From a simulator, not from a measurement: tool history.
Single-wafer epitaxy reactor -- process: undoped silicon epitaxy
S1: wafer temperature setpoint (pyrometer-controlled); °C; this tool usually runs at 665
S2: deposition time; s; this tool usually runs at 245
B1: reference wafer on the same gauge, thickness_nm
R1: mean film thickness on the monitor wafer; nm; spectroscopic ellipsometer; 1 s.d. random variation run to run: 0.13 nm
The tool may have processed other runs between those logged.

run,day,S1,S2,B1,R1
1,0.000,665,245,58.572,58.555
2,3.633,665,245,58.525,58.544
3,6.296,661,245,58.565,54.372
4,10.312,661,245,58.514,54.266
5,12.417,665,218,58.445,51.955
6,15.283,665,218,58.491,51.937
7,19.438,665,218,58.487,52.150
8,23.408,665,245,58.494,58.508
9,26.525,665,245,58.439,58.448
10,30.067,665,245,58.535,58.269
11,33.217,665,245,58.482,58.443
12,36.371,660,245,58.508,53.154
13,40.596,678,245,58.472,74.272
14,42.188,665,245,58.502,58.295
15,53.442,655,261,58.535,52.385
16,56.975,660,266,58.505,58.674
17,59.342,676,202,58.494,59.711
18,63.746,665,245,58.529,58.938
19,68.104,665,245,58.490,58.692
20,70.383,678,260,58.471,79.242

Missing from the log above: 2 entries noted between runs. For each, name the pair of listed runs it sits between and say how the tool's hidden condition differs from the listed run just before to the listed run just after:
Run 14 -> run 15: pyrometer calibrated (day 45.392)
  wafer temperature above the value expected at the setpoint (K): -1.31 -> -0.4
  what was measured, less what the result would be without the hidden state, R1: -1.438 -> -0.398 nm
Run 15 -> run 16: gauge calibrated (day 54.925)
  wafer temperature above the value expected at the setpoint (K): -0.4 -> -0.54
  what was measured, less what the result would be without the hidden state, R1: -0.398 -> -0.598 nm
